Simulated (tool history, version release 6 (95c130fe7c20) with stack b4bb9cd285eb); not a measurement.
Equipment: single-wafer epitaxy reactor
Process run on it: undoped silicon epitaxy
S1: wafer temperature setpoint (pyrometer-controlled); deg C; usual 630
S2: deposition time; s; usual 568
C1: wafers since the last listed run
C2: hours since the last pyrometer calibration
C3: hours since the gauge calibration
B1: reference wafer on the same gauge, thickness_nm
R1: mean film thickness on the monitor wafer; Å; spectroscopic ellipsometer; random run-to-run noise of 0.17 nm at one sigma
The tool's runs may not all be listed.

run	hour	S1	S2	C1	C2	C3	B1	R1
1	0.0	630	568	0	933.3	191.9	55.725	618.45
2	12.8	630	568	53	946.1	204.7	55.699	619.65
3	24.0	623	482	46	957.3	215.9	55.757	435.78
4	31.4	630	531	30	964.7	223.3	55.673	577.20
5	67.5	630	568	150	1000.8	259.4	55.749	616.49
6	73.5	618	632	25	1006.8	265.4	55.716	499.64
7	81.0	630	479	31	1014.3	272.9	55.662	517.11
8	88.3	630	479	30	1021.6	280.2	55.657	521.28
9	94.3	630	568	25	1027.6	286.2	55.668	614.23
10	107.7	630	568	55	1041.0	299.6	55.720	614.50
11	116.1	630	568	35	1049.4	308.0	55.697	615.00
12	124.4	630	568	34	1057.7	316.3	55.665	615.94
13	139.6	630	568	63	1072.9	331.5	55.729	614.17
14	154.9	630	568	63	1088.2	346.8	55.725	612.07
15	167.9	630	568	54	1101.2	359.8	55.708	613.29
16	174.0	620	568	25	1107.3	365.9	55.686	473.55
17	188.2	620	568	59	1121.5	380.1	55.723	472.12
18	195.0	630	568	28	1128.3	386.9	55.673	614.06
19	202.4	630	568	30	1135.7	394.3	55.698	612.44
20	215.8	624	568	55	1149.1	407.7	55.610	524.44
21	223.1	624	568	30	1156.4	415.0	55.603	522.59
22	240.9	640	568	74	1174.2	432.8	55.712	787.94
23	258.5	635	653	73	1191.8	450.4	55.664	801.24
24	267.0	641	490	35	1200.3	458.9	55.687	698.02
# hour 269.9: gauge calibrated
25	274.5	645	511	31	1207.8	4.6	55.733	808.48
26	287.4	618	511	53	1220.7	17.5	55.730	399.82
27	294.0	641	523	27	1227.3	24.1	55.718	748.77
28	303.5	637	641	39	1236.8	33.6	55.772	826.43
29	312.6	630	568	38	1245.9	42.7	55.735	610.33
30	322.9	617	500	43	1256.2	53.0	55.654	379.77
31	332.3	630	568	39	1265.6	62.4	55.684	609.96
# hour 347.0: pyrometer calibrated
32	349.4	621	538	38	2.4	79.5	55.692	490.41
33	361.2	630	568	49	14.2	91.3	55.684	656.00
34	368.9	630	568	32	21.9	99.0	55.719	651.16
35	383.9	630	568	62	36.9	114.0	55.688	650.05
36	393.3	625	514	39	46.3	123.4	55.715	518.95
37	406.5	630	501	55	59.5	136.6	55.742	575.65
38	414.6	623	568	33	67.6	144.7	55.716	542.28
39	425.2	626	669	44	78.2	155.3	55.686	692.11
40	442.2	630	568	71	95.2	172.3	55.743	651.92
41	452.1	630	568	41	105.1	182.2	55.725	651.48
42	465.9	630	568	57	118.9	196.0	55.752	653.16

Each row is a separate what-if for the run after 42, all from the same tool condition, not one after another. Results?
A	466.5	630	568	2	119.5	196.6	?	?
B	466.5	619	632	2	119.5	196.6	?	?
C	466.5	643	516	2	119.5	196.6	?	?
D	466.5	638	568	2	119.5	196.6	?	?
E	466.5	621	468	2	119.5	196.6	?	?

run	B1	R1
A	55.676	653.91
B	55.676	544.63
C	55.676	828.03
D	55.676	803.21
E	55.676	425.36
The same runs, with their run-to-run variation unchanged, on a tool lacking any hidden condition would have given:
run	R1
A	657.66
B	547.84
C	832.63
D	807.72
E	427.86
